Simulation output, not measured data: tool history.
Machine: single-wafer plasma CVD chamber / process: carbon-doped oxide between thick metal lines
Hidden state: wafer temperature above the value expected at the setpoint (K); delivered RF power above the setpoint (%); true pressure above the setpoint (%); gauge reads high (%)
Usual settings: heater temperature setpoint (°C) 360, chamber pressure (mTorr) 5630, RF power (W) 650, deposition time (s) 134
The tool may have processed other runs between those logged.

run,hour,heater temperature setpoint (°C),chamber pressure (mTorr),RF power (W),deposition time (s),wafers since the last listed run,hours since the last thermocouple change,hours since the last RF generator calibration,hours since the last manometer calibration,hours since the showerhead was replaced,hours since the gauge calibration,"read-back reference wafer on the same gauge, thickness_nm",mean film thickness on the monitor wafer (Å)
1,0.0,360,5630,650,134,0,741.4,926.5,827.7,2215.9,1037.9,720.261,7658.73
2,82.5,360,5630,650,134,1194,823.9,1009.0,910.2,2298.4,1120.4,720.173,7681.54
# hour 159.6: RF generator calibrated
3,160.1,360,5630,650,134,1008,901.5,0.5,987.8,2376.0,1198.0,720.847,7717.37
4,249.2,365,5630,650,134,1290,990.6,89.6,1076.9,2465.1,1287.1,720.433,7614.03
5,318.3,360,5630,650,145,1000,1059.7,158.7,1146.0,2534.2,1356.2,719.500,8366.22
6,364.3,360,5630,650,134,666,1105.7,204.7,1192.0,2580.2,1402.2,720.827,7716.14
# hour 519.2: capacitance manometer re-zeroed and calibrated
7,557.0,360,5630,650,134,2675,1298.4,397.4,37.8,2772.9,1594.9,720.128,7707.70
8,612.1,364,5630,650,134,798,1353.5,452.5,92.9,2828.0,1650.0,719.601,7564.99
9,703.6,360,5630,650,134,1325,1445.0,544.0,184.4,2919.5,1741.5,719.707,7760.23
10,778.9,360,5630,650,134,1090,1520.3,619.3,259.7,2994.8,1816.8,720.066,7734.27
# hour 798.2: thermocouple changed; heater temperature recalibrated
# hour 803.7: gauge calibrated
11,858.8,360,5630,730,134,1041,60.6,699.2,339.6,3074.7,55.1,719.326,8017.07
12,954.7,360,5630,650,134,1388,156.5,795.1,435.5,3170.6,151.0,720.843,7573.81
13,1043.9,360,6230,650,134,1291,245.7,884.3,524.7,3259.8,240.2,720.968,7664.18
14,1151.3,365,5630,650,134,1555,353.1,991.7,632.1,3367.2,347.6,719.172,7543.72
# hour 1181.0: RF generator calibrated
# hour 1198.6: showerhead replaced
15,1247.0,364,5630,755,134,1154,448.8,66.0,727.8,48.4,443.3,719.684,8165.10
16,1313.4,364,5250,555,146,961,515.2,132.4,794.2,114.8,509.7,719.578,7552.58
17,1351.2,360,5630,575,134,547,553.0,170.2,832.0,152.6,547.5,719.842,7202.74
18,1397.1,360,5630,650,134,664,598.9,216.1,877.9,198.5,593.4,719.934,7689.90
19,1487.7,360,6380,725,134,1312,689.5,306.7,968.5,289.1,684.0,719.544,8207.02
20,1526.6,348,5630,650,151,563,728.4,345.6,1007.4,328.0,722.9,720.016,9002.02

Entry by entry between the runs, the difference in hidden state between the last listed run before and the first listed run after:
Runs 2 to 3: RF generator calibrated (hour 159.6)
  wafer temperature above the value expected at the setpoint (K): -4.86 -> -5.05
  measured value less the no-hidden-state value, mean film thickness on the monitor wafer (Å): +102.24 -> +106.71
Runs 6 to 7: capacitance manometer re-zeroed and calibrated (hour 519.2)
  wafer temperature above the value expected at the setpoint (K): -5.44 -> -5.7
  measured value less the no-hidden-state value, mean film thickness on the monitor wafer (Å): +114.93 -> +120.26
Runs 10 to 11: thermocouple changed; heater temperature recalibrated (hour 798.2); gauge calibrated (hour 803.7)
  wafer temperature above the value expected at the setpoint (K): -5.9 -> 0.658
  measured value less the no-hidden-state value, mean film thickness on the monitor wafer (Å): +125.07 -> -13.41
Runs 14 to 15: RF generator calibrated (hour 1181.0); showerhead replaced (hour 1198.6)
  wafer temperature above the value expected at the setpoint (K): -1.63 -> -2.16
  measured value less the no-hidden-state value, mean film thickness on the monitor wafer (Å): +30.79 -> +44.23
